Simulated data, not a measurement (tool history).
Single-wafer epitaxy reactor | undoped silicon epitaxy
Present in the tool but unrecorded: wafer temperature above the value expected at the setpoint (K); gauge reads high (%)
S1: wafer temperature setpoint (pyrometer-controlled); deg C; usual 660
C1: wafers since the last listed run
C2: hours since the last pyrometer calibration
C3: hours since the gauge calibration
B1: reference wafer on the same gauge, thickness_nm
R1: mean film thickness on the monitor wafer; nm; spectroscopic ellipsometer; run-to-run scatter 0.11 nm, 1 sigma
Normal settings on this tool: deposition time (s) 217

{"run": 1, "day": 0.0, "S1": 660, "deposition time (s)": 217, "C1": 0, "C2": 1812.1, "C3": 1371.1, "B1": 47.405, "R1": 45.862}
{"run": 2, "day": 1.771, "S1": 660, "deposition time (s)": 217, "C1": 345, "C2": 1854.6, "C3": 1413.6, "B1": 47.386, "R1": 45.985}
{"run": 3, "day": 5.483, "S1": 660, "deposition time (s)": 217, "C1": 723, "C2": 1943.7, "C3": 1502.7, "B1": 47.362, "R1": 46.032}
{"run": 4, "day": 9.367, "S1": 660, "deposition time (s)": 217, "C1": 756, "C2": 2036.9, "C3": 1595.9, "B1": 47.414, "R1": 46.094}
{"run": 5, "day": 12.8, "S1": 660, "deposition time (s)": 217, "C1": 669, "C2": 2119.3, "C3": 1678.3, "B1": 47.368, "R1": 46.39}
{"run": 6, "day": 15.617, "S1": 660, "deposition time (s)": 217, "C1": 549, "C2": 2186.9, "C3": 1745.9, "B1": 47.448, "R1": 46.319}
{"run": 7, "day": 19.15, "S1": 660, "deposition time (s)": 192, "C1": 688, "C2": 2271.7, "C3": 1830.7, "B1": 47.375, "R1": 41.022}
{"run": 8, "day": 21.796, "S1": 660, "deposition time (s)": 192, "C1": 515, "C2": 2335.2, "C3": 1894.2, "B1": 47.418, "R1": 40.849}
{"run": 9, "day": 26.262, "S1": 660, "deposition time (s)": 232, "C1": 870, "C2": 2442.4, "C3": 2001.4, "B1": 47.381, "R1": 49.555}
{"run": 10, "day": 30.742, "S1": 660, "deposition time (s)": 232, "C1": 873, "C2": 2549.9, "C3": 2108.9, "B1": 47.401, "R1": 49.708}
{"run": 11, "day": 34.492, "S1": 660, "deposition time (s)": 217, "C1": 730, "C2": 2639.9, "C3": 2198.9, "B1": 47.47, "R1": 46.526}
{"run": 12, "day": 36.746, "S1": 660, "deposition time (s)": 217, "C1": 439, "C2": 2694.0, "C3": 2253.0, "B1": 47.416, "R1": 46.514}
{"run": 13, "day": 38.562, "S1": 660, "deposition time (s)": 217, "C1": 354, "C2": 2737.6, "C3": 2296.6, "B1": 47.424, "R1": 46.491}
{"run": 14, "day": 41.346, "S1": 660, "deposition time (s)": 217, "C1": 542, "C2": 2804.4, "C3": 2363.4, "B1": 47.392, "R1": 46.749}
{"run": 15, "day": 43.946, "S1": 660, "deposition time (s)": 217, "C1": 506, "C2": 2866.8, "C3": 2425.8, "B1": 47.381, "R1": 46.643}
{"run": 16, "day": 45.904, "S1": 660, "deposition time (s)": 217, "C1": 381, "C2": 2913.8, "C3": 2472.8, "B1": 47.41, "R1": 46.878}
{"day": 47.721, "done": "pyrometer calibrated"}
{"run": 17, "day": 49.333, "S1": 660, "deposition time (s)": 217, "C1": 603, "C2": 38.7, "C3": 2555.1, "B1": 47.355, "R1": 45.435}
{"run": 18, "day": 54.608, "S1": 660, "deposition time (s)": 217, "C1": 1028, "C2": 165.3, "C3": 2681.7, "B1": 47.383, "R1": 45.541}
{"day": 55.212, "done": "gauge calibrated"}
{"run": 19, "day": 56.821, "S1": 660, "deposition time (s)": 217, "C1": 431, "C2": 218.4, "C3": 38.6, "B1": 47.386, "R1": 45.349}
{"run": 20, "day": 60.642, "S1": 660, "deposition time (s)": 232, "C1": 744, "C2": 310.1, "C3": 130.3, "B1": 47.398, "R1": 48.492}
{"run": 21, "day": 63.792, "S1": 645, "deposition time (s)": 202, "C1": 614, "C2": 385.7, "C3": 205.9, "B1": 47.338, "R1": 31.326}
{"run": 22, "day": 67.267, "S1": 660, "deposition time (s)": 217, "C1": 677, "C2": 469.1, "C3": 289.3, "B1": 47.406, "R1": 45.552}
{"run": 23, "day": 71.183, "S1": 664, "deposition time (s)": 189, "C1": 763, "C2": 563.1, "C3": 383.3, "B1": 47.349, "R1": 42.972}
{"run": 24, "day": 75.121, "S1": 651, "deposition time (s)": 181, "C1": 767, "C2": 657.6, "C3": 477.8, "B1": 47.398, "R1": 31.684}
{"run": 25, "day": 78.475, "S1": 665, "deposition time (s)": 257, "C1": 653, "C2": 738.1, "C3": 558.3, "B1": 47.399, "R1": 59.436}
{"run": 26, "day": 82.138, "S1": 660, "deposition time (s)": 198, "C1": 713, "C2": 826.0, "C3": 646.2, "B1": 47.364, "R1": 41.706}
{"run": 27, "day": 85.517, "S1": 656, "deposition time (s)": 237, "C1": 658, "C2": 907.1, "C3": 727.3, "B1": 47.39, "R1": 46.003}
{"run": 28, "day": 89.083, "S1": 650, "deposition time (s)": 230, "C1": 695, "C2": 992.7, "C3": 812.9, "B1": 47.406, "R1": 39.507}
{"run": 29, "day": 92.908, "S1": 671, "deposition time (s)": 252, "C1": 745, "C2": 1084.5, "C3": 904.7, "B1": 47.397, "R1": 65.773}
{"run": 30, "day": 104.371, "S1": 660, "deposition time (s)": 192, "C1": 2234, "C2": 1359.6, "C3": 1179.8, "B1": 47.431, "R1": 40.358}
{"run": 31, "day": 107.192, "S1": 656, "deposition time (s)": 251, "C1": 549, "C2": 1427.3, "C3": 1247.5, "B1": 47.386, "R1": 48.928}
{"run": 32, "day": 109.871, "S1": 660, "deposition time (s)": 217, "C1": 522, "C2": 1491.6, "C3": 1311.8, "B1": 47.398, "R1": 45.589}
{"run": 33, "day": 112.917, "S1": 670, "deposition time (s)": 217, "C1": 593, "C2": 1564.7, "C3": 1384.9, "B1": 47.377, "R1": 55.684}
{"run": 34, "day": 115.188, "S1": 651, "deposition time (s)": 199, "C1": 442, "C2": 1619.2, "C3": 1439.4, "B1": 47.419, "R1": 35.234}
{"run": 35, "day": 116.75, "S1": 645, "deposition time (s)": 192, "C1": 304, "C2": 1656.7, "C3": 1476.9, "B1": 47.386, "R1": 30.032}
{"run": 36, "day": 121.217, "S1": 666, "deposition time (s)": 254, "C1": 870, "C2": 1763.9, "C3": 1584.1, "B1": 47.397, "R1": 60.488}
{"run": 37, "day": 124.396, "S1": 653, "deposition time (s)": 254, "C1": 619, "C2": 1840.2, "C3": 1660.4, "B1": 47.372, "R1": 46.708}
{"run": 38, "day": 127.808, "S1": 654, "deposition time (s)": 217, "C1": 665, "C2": 1922.1, "C3": 1742.3, "B1": 47.449, "R1": 40.736}

List, for all runs, the conditions of the tool that the log does not record:
gauge reads high (%): 0 at every run
H1: wafer temperature above the value expected at the setpoint (K)
run=1 H1=0.391
run=2 H1=0.418
run=3 H1=0.478
run=4 H1=0.543
run=5 H1=0.603
run=6 H1=0.654
run=7 H1=0.721
run=8 H1=0.772
run=9 H1=0.862
run=10 H1=0.956
run=11 H1=1.04
run=12 H1=1.09
run=13 H1=1.13
run=14 H1=1.2
run=15 H1=1.26
run=16 H1=1.31
run=17 H1=-0.113
run=18 H1=-0.108
run=19 H1=-0.105
run=20 H1=-0.0962
run=21 H1=-0.087
run=22 H1=-0.0745
run=23 H1=-0.0574
run=24 H1=-0.0372
run=25 H1=-0.0174
run=26 H1=0.00673
run=27 H1=0.0314
run=28 H1=0.06
run=29 H1=0.0935
run=30 H1=0.212
run=31 H1=0.245
run=32 H1=0.278
run=33 H1=0.317
run=34 H1=0.347
run=35 H1=0.369
run=36 H1=0.433
run=37 H1=0.482
run=38 H1=0.536
